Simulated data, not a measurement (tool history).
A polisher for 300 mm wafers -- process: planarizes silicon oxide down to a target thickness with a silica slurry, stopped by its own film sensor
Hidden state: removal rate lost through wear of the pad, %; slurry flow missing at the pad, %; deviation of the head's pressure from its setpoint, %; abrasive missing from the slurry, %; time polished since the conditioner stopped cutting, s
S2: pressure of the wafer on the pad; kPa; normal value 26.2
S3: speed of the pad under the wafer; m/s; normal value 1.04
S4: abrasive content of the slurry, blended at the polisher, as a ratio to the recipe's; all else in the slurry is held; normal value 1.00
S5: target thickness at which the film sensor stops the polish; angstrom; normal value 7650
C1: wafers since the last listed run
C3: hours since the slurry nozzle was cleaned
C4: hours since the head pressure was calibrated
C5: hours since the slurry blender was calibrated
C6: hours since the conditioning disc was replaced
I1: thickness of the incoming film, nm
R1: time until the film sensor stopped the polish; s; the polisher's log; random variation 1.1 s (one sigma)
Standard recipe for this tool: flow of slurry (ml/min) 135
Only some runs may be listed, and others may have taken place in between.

{"run": 1, "hour": 0.0, "flow of slurry (ml/min)": 135, "S2": 26.2, "S3": 1.04, "S4": 1.15, "S5": 7650, "C1": 0, "wafers polished on this pad": 1300, "C3": 294.0, "C4": 384.9, "C5": 169.5, "C6": 0.5, "I1": 957.7, "R1": 81.5}
{"run": 2, "hour": 48.8, "flow of slurry (ml/min)": 135, "S2": 26.2, "S3": 1.04, "S4": 1.15, "S5": 7650, "C1": 390, "wafers polished on this pad": 1691, "C3": 342.8, "C4": 433.7, "C5": 218.3, "C6": 49.3, "I1": 954.8, "R1": 84.5}
{"run": 3, "hour": 93.2, "flow of slurry (ml/min)": 135, "S2": 30.3, "S3": 1.04, "S4": 1.0, "S5": 7650, "C1": 355, "wafers polished on this pad": 2046, "C3": 387.2, "C4": 478.1, "C5": 262.7, "C6": 93.7, "I1": 950.1, "R1": 78.9}
{"hour": 121.4, "done": "slurry blender recalibrated"}
{"run": 4, "hour": 159.7, "flow of slurry (ml/min)": 135, "S2": 26.2, "S3": 1.04, "S4": 1.0, "S5": 7650, "C1": 516, "wafers polished on this pad": 2563, "C3": 453.7, "C4": 544.6, "C5": 38.3, "C6": 160.2, "I1": 935.8, "R1": 86.9}
{"hour": 180.5, "done": "worn pad replaced by a new one"}
{"run": 5, "hour": 229.0, "flow of slurry (ml/min)": 135, "S2": 26.2, "S3": 1.04, "S4": 1.0, "S5": 7650, "C1": 522, "wafers polished on this pad": 387, "C3": 523.0, "C4": 613.9, "C5": 107.6, "C6": 229.5, "I1": 950.5, "R1": 86.0}
{"hour": 252.3, "done": "slurry nozzle cleaned"}
{"run": 6, "hour": 255.3, "flow of slurry (ml/min)": 135, "S2": 20.7, "S3": 1.04, "S4": 1.0, "S5": 8170, "C1": 202, "wafers polished on this pad": 590, "C3": 3.0, "C4": 640.2, "C5": 133.9, "C6": 255.8, "I1": 942.8, "R1": 69.8}
{"run": 7, "hour": 299.7, "flow of slurry (ml/min)": 135, "S2": 20.7, "S3": 1.04, "S4": 1.0, "S5": 8170, "C1": 355, "wafers polished on this pad": 945, "C3": 47.4, "C4": 684.6, "C5": 178.3, "C6": 300.2, "I1": 960.9, "R1": 81.5}
{"run": 8, "hour": 326.2, "flow of slurry (ml/min)": 135, "S2": 20.7, "S3": 1.04, "S4": 1.0, "S5": 8170, "C1": 212, "wafers polished on this pad": 1157, "C3": 73.9, "C4": 711.1, "C5": 204.8, "C6": 326.7, "I1": 958.6, "R1": 77.3}
{"run": 9, "hour": 356.3, "flow of slurry (ml/min)": 110, "S2": 26.2, "S3": 1.04, "S4": 1.0, "S5": 7650, "C1": 240, "wafers polished on this pad": 1398, "C3": 104.0, "C4": 741.2, "C5": 234.9, "C6": 356.8, "I1": 955.9, "R1": 93.5}
{"hour": 447.2, "done": "conditioning disc replaced and pad reconditioned"}
{"run": 10, "hour": 473.8, "flow of slurry (ml/min)": 135, "S2": 30.3, "S3": 1.28, "S4": 1.0, "S5": 7650, "C1": 924, "wafers polished on this pad": 2323, "C3": 221.5, "C4": 858.7, "C5": 352.4, "C6": 26.6, "I1": 965.4, "R1": 74.1}
{"hour": 488.8, "done": "slurry blender recalibrated"}
{"hour": 503.8, "done": "worn pad replaced by a new one"}
{"run": 11, "hour": 504.3, "flow of slurry (ml/min)": 110, "S2": 29.0, "S3": 1.34, "S4": 0.9, "S5": 7650, "C1": 196, "wafers polished on this pad": 4, "C3": 252.0, "C4": 889.2, "C5": 15.5, "C6": 57.1, "I1": 953.1, "R1": 72.8}
{"run": 12, "hour": 549.6, "flow of slurry (ml/min)": 110, "S2": 26.2, "S3": 1.04, "S4": 1.0, "S5": 7650, "C1": 362, "wafers polished on this pad": 366, "C3": 297.3, "C4": 934.5, "C5": 60.8, "C6": 102.4, "I1": 947.0, "R1": 88.8}
{"run": 13, "hour": 618.4, "flow of slurry (ml/min)": 175, "S2": 31.0, "S3": 0.8, "S4": 0.75, "S5": 7650, "C1": 550, "wafers polished on this pad": 917, "C3": 366.1, "C4": 1003.3, "C5": 129.6, "C6": 171.2, "I1": 937.4, "R1": 100.0}
{"run": 14, "hour": 667.9, "flow of slurry (ml/min)": 135, "S2": 31.0, "S3": 1.24, "S4": 1.0, "S5": 7650, "C1": 396, "wafers polished on this pad": 1313, "C3": 415.6, "C4": 1052.8, "C5": 179.1, "C6": 220.7, "I1": 933.6, "R1": 59.5}
{"run": 15, "hour": 736.3, "flow of slurry (ml/min)": 180, "S2": 26.2, "S3": 1.04, "S4": 1.0, "S5": 7650, "C1": 547, "wafers polished on this pad": 1860, "C3": 484.0, "C4": 1121.2, "C5": 247.5, "C6": 289.1, "I1": 971.0, "R1": 92.9}
{"hour": 742.7, "done": "slurry nozzle cleaned"}
{"hour": 818.1, "done": "slurry blender recalibrated"}
{"run": 16, "hour": 840.4, "flow of slurry (ml/min)": 135, "S2": 26.2, "S3": 0.7, "S4": 0.9, "S5": 7650, "C1": 809, "wafers polished on this pad": 2670, "C3": 97.7, "C4": 1225.3, "C5": 22.3, "C6": 393.2, "I1": 962.6, "R1": 149.6}
{"hour": 857.0, "done": "worn pad replaced by a new one"}
{"hour": 904.9, "done": "conditioning disc replaced and pad reconditioned"}
{"run": 17, "hour": 912.8, "flow of slurry (ml/min)": 135, "S2": 26.2, "S3": 1.04, "S4": 1.0, "S5": 7650, "C1": 531, "wafers polished on this pad": 430, "C3": 170.1, "C4": 1297.7, "C5": 94.7, "C6": 7.9, "I1": 939.6, "R1": 80.3}
{"hour": 949.0, "done": "head pressure recalibrated"}
{"run": 18, "hour": 980.7, "flow of slurry (ml/min)": 135, "S2": 26.2, "S3": 1.04, "S4": 1.0, "S5": 7470, "C1": 527, "wafers polished on this pad": 958, "C3": 238.0, "C4": 31.7, "C5": 162.6, "C6": 75.8, "I1": 932.3, "R1": 84.9}
{"run": 19, "hour": 1038.6, "flow of slurry (ml/min)": 135, "S2": 19.3, "S3": 1.3, "S4": 1.0, "S5": 7650, "C1": 463, "wafers polished on this pad": 1421, "C3": 295.9, "C4": 89.6, "C5": 220.5, "C6": 133.7, "I1": 959.7, "R1": 96.3}
{"run": 20, "hour": 1079.1, "flow of slurry (ml/min)": 135, "S2": 26.2, "S3": 1.04, "S4": 1.25, "S5": 7650, "C1": 324, "wafers polished on this pad": 1745, "C3": 336.4, "C4": 130.1, "C5": 261.0, "C6": 174.2, "I1": 941.2, "R1": 73.6}
{"hour": 1128.0, "done": "slurry blender recalibrated"}
{"run": 21, "hour": 1147.0, "flow of slurry (ml/min)": 135, "S2": 26.2, "S3": 1.04, "S4": 1.0, "S5": 7110, "C1": 527, "wafers polished on this pad": 2273, "C3": 404.3, "C4": 198.0, "C5": 19.0, "C6": 242.1, "I1": 944.2, "R1": 116.5}
{"run": 22, "hour": 1181.5, "flow of slurry (ml/min)": 135, "S2": 26.2, "S3": 1.04, "S4": 1.0, "S5": 7650, "C1": 276, "wafers polished on this pad": 2549, "C3": 438.8, "C4": 232.5, "C5": 53.5, "C6": 276.6, "I1": 949.4, "R1": 92.6}
{"run": 23, "hour": 1208.1, "flow of slurry (ml/min)": 135, "S2": 26.2, "S3": 1.04, "S4": 1.0, "S5": 7650, "C1": 212, "wafers polished on this pad": 2762, "C3": 465.4, "C4": 259.1, "C5": 80.1, "C6": 303.2, "I1": 951.0, "R1": 95.9}
{"hour": 1219.3, "done": "worn pad replaced by a new one"}
{"hour": 1259.6, "done": "slurry nozzle cleaned"}
{"run": 24, "hour": 1265.2, "flow of slurry (ml/min)": 135, "S2": 31.7, "S3": 1.04, "S4": 0.85, "S5": 7650, "C1": 416, "wafers polished on this pad": 359, "C3": 5.6, "C4": 316.2, "C5": 137.2, "C6": 360.3, "I1": 936.9, "R1": 73.9}
{"run": 25, "hour": 1299.7, "flow of slurry (ml/min)": 135, "S2": 26.2, "S3": 1.04, "S4": 1.0, "S5": 7650, "C1": 276, "wafers polished on this pad": 635, "C3": 40.1, "C4": 350.7, "C5": 171.7, "C6": 394.8, "I1": 952.9, "R1": 86.7}

4 options for the next run, each taken on its own from the tool as it stands now. Forecast them:
{"run": "A", "hour": 1300.2, "flow of slurry (ml/min)": 135, "S2": 26.2, "S3": 1.04, "S4": 1.0, "S5": 7650, "C1": 4, "wafers polished on this pad": 639, "C3": 40.6, "C4": 351.2, "C5": 172.2, "C6": 395.3, "I1": 945.5, "R1": "?"}
{"run": "B", "hour": 1300.2, "flow of slurry (ml/min)": 150, "S2": 33.1, "S3": 1.26, "S4": 1.0, "S5": 7650, "C1": 4, "wafers polished on this pad": 639, "C3": 40.6, "C4": 351.2, "C5": 172.2, "C6": 395.3, "I1": 945.5, "R1": "?"}
{"run": "C", "hour": 1300.2, "flow of slurry (ml/min)": 90, "S2": 20.0, "S3": 1.26, "S4": 1.0, "S5": 7280, "C1": 4, "wafers polished on this pad": 639, "C3": 40.6, "C4": 351.2, "C5": 172.2, "C6": 395.3, "I1": 945.5, "R1": "?"}
{"run": "D", "hour": 1300.2, "flow of slurry (ml/min)": 135, "S2": 17.9, "S3": 0.94, "S4": 0.85, "S5": 7650, "C1": 4, "wafers polished on this pad": 639, "C3": 40.6, "C4": 351.2, "C5": 172.2, "C6": 395.3, "I1": 945.5, "R1": "?"}

run=A R1=82.4
run=B R1=56.9
run=C R1=118.0
run=D R1=134.1
Without the tool's hidden state the same runs would have given:
run=A R1=81.8
run=B R1=56.4
run=C R1=117.0
run=D R1=133.0

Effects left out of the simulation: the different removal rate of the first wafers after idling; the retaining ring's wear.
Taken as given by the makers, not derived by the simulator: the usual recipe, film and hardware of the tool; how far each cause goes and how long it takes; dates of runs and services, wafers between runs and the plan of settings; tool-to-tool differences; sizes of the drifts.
